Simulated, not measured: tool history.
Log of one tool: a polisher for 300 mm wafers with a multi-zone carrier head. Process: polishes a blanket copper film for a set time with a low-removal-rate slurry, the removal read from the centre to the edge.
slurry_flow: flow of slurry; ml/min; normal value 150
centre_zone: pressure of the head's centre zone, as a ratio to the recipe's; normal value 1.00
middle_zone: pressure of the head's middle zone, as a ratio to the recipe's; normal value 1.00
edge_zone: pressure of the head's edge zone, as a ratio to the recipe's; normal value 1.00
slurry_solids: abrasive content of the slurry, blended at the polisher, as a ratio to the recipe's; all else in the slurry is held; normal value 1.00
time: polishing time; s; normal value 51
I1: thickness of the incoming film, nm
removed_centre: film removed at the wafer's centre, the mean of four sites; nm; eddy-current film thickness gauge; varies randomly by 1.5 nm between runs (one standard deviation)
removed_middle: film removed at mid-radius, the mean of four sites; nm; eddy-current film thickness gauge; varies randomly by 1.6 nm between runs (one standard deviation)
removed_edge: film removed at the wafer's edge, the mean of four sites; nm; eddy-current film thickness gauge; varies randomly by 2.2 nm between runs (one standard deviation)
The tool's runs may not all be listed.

run 1 hour=0.0 | slurry_flow=150 centre_zone=1.00 middle_zone=1.00 edge_zone=1.00 slurry_solids=1.00 time=51 | I1=1196.0 | removed_centre=137.7 removed_middle=157.8 removed_edge=150.8
run 2 hour=12.2 | slurry_flow=150 centre_zone=1.00 middle_zone=1.00 edge_zone=1.00 slurry_solids=1.00 time=51 | I1=1188.4 | removed_centre=137.8 removed_middle=157.4 removed_edge=149.9
-- hour=17.8 centre zone pressure recalibrated
run 3 hour=19.1 | slurry_flow=150 centre_zone=1.00 middle_zone=1.00 edge_zone=1.00 slurry_solids=1.00 time=51 | I1=1206.4 | removed_centre=176.0 removed_middle=158.2 removed_edge=150.8
run 4 hour=33.3 | slurry_flow=150 centre_zone=1.00 middle_zone=1.00 edge_zone=1.00 slurry_solids=1.00 time=51 | I1=1223.3 | removed_centre=177.9 removed_middle=158.3 removed_edge=150.0
run 5 hour=50.8 | slurry_flow=150 centre_zone=1.00 middle_zone=1.00 edge_zone=1.00 slurry_solids=1.00 time=44 | I1=1200.5 | removed_centre=152.1 removed_middle=137.2 removed_edge=130.8
-- hour=68.9 worn pad replaced by a new one
run 6 hour=69.4 | slurry_flow=150 centre_zone=1.00 middle_zone=1.00 edge_zone=1.00 slurry_solids=1.00 time=51 | I1=1207.9 | removed_centre=177.1 removed_middle=156.8 removed_edge=154.9
run 7 hour=74.2 | slurry_flow=100 centre_zone=1.08 middle_zone=1.00 edge_zone=1.00 slurry_solids=1.00 time=51 | I1=1209.2 | removed_centre=179.1 removed_middle=148.8 removed_edge=145.9
run 8 hour=86.2 | slurry_flow=150 centre_zone=0.88 middle_zone=1.00 edge_zone=1.00 slurry_solids=1.00 time=51 | I1=1231.0 | removed_centre=157.5 removed_middle=159.1 removed_edge=151.9
run 9 hour=101.6 | slurry_flow=150 centre_zone=1.00 middle_zone=1.00 edge_zone=1.00 slurry_solids=1.00 time=51 | I1=1229.9 | removed_centre=179.5 removed_middle=155.7 removed_edge=153.1
-- hour=105.5 centre zone pressure recalibrated, repeated, since the last time left the tool worse
run 10 hour=109.4 | slurry_flow=150 centre_zone=0.92 middle_zone=1.00 edge_zone=1.09 slurry_solids=1.00 time=56 | I1=1219.5 | removed_centre=152.2 removed_middle=174.3 removed_edge=170.9
run 11 hour=116.2 | slurry_flow=150 centre_zone=1.00 middle_zone=1.00 edge_zone=1.00 slurry_solids=1.00 time=51 | I1=1209.6 | removed_centre=152.2 removed_middle=157.2 removed_edge=150.8
-- hour=134.2 slurry nozzle cleaned
run 12 hour=134.7 | slurry_flow=180 centre_zone=1.00 middle_zone=1.05 edge_zone=0.91 slurry_solids=1.00 time=59 | I1=1206.7 | removed_centre=182.1 removed_middle=195.5 removed_edge=170.5
-- hour=143.8 carrier head's membrane replaced by a new one
run 13 hour=145.1 | slurry_flow=150 centre_zone=1.00 middle_zone=1.00 edge_zone=1.00 slurry_solids=1.00 time=51 | I1=1194.8 | removed_centre=150.7 removed_middle=155.9 removed_edge=157.2
-- hour=169.9 edge zone pressure recalibrated
run 14 hour=174.1 | slurry_flow=150 centre_zone=1.00 middle_zone=1.00 edge_zone=1.00 slurry_solids=1.00 time=51 | I1=1222.4 | removed_centre=151.7 removed_middle=156.3 removed_edge=152.2
-- hour=185.0 worn pad replaced by a new one
run 15 hour=188.1 | slurry_flow=150 centre_zone=1.00 middle_zone=1.00 edge_zone=1.00 slurry_solids=1.00 time=51 | I1=1202.8 | removed_centre=150.9 removed_middle=158.5 removed_edge=150.8
run 16 hour=205.4 | slurry_flow=150 centre_zone=1.00 middle_zone=1.00 edge_zone=1.12 slurry_solids=1.00 time=51 | I1=1201.0 | removed_centre=149.9 removed_middle=158.0 removed_edge=156.4
run 17 hour=216.4 | slurry_flow=180 centre_zone=1.00 middle_zone=0.92 edge_zone=1.00 slurry_solids=1.25 time=51 | I1=1186.5 | removed_centre=160.6 removed_middle=160.1 removed_edge=163.8
run 18 hour=241.9 | slurry_flow=150 centre_zone=1.00 middle_zone=1.00 edge_zone=1.00 slurry_solids=1.20 time=56 | I1=1197.1 | removed_centre=171.0 removed_middle=182.1 removed_edge=170.1
run 19 hour=255.0 | slurry_flow=130 centre_zone=1.00 middle_zone=1.00 edge_zone=1.00 slurry_solids=1.20 time=51 | I1=1218.6 | removed_centre=150.1 removed_middle=162.0 removed_edge=153.3
run 20 hour=267.8 | slurry_flow=150 centre_zone=1.00 middle_zone=0.91 edge_zone=1.00 slurry_solids=1.10 time=40 | I1=1206.9 | removed_centre=119.6 removed_middle=117.5 removed_edge=122.4
run 21 hour=279.7 | slurry_flow=150 centre_zone=1.00 middle_zone=0.89 edge_zone=1.00 slurry_solids=1.00 time=44 | I1=1220.1 | removed_centre=129.0 removed_middle=124.8 removed_edge=133.9
-- hour=291.1 worn pad replaced by a new one
run 22 hour=291.6 | slurry_flow=150 centre_zone=1.00 middle_zone=1.00 edge_zone=1.00 slurry_solids=1.00 time=51 | I1=1213.0 | removed_centre=148.4 removed_middle=158.4 removed_edge=154.0

State the hidden condition of the tool at each of the runs:
removal rate lost through wear of the pad, %: 0, the same for each run
slurry flow missing at the pad, %: 0, the same for each run
deviation of the edge zone's pressure from its setpoint, %: 0, the same for each run
H1: deviation of the centre zone's pressure from its setpoint, %
run=1 H1=-9.1
run=2 H1=-9.19
run=3 H1=15.6
run=4 H1=15.5
run=5 H1=15.4
run=6 H1=15.3
run=7 H1=15.2
run=8 H1=15.1
run=9 H1=15
run=10 H1=-0.0011
run=11 H1=-0.0469
run=12 H1=-0.171
run=13 H1=-0.241
run=14 H1=-0.436
run=15 H1=-0.531
run=16 H1=-0.647
run=17 H1=-0.721
run=18 H1=-0.893
run=19 H1=-0.981
run=20 H1=-1.07
run=21 H1=-1.15
run=22 H1=-1.23
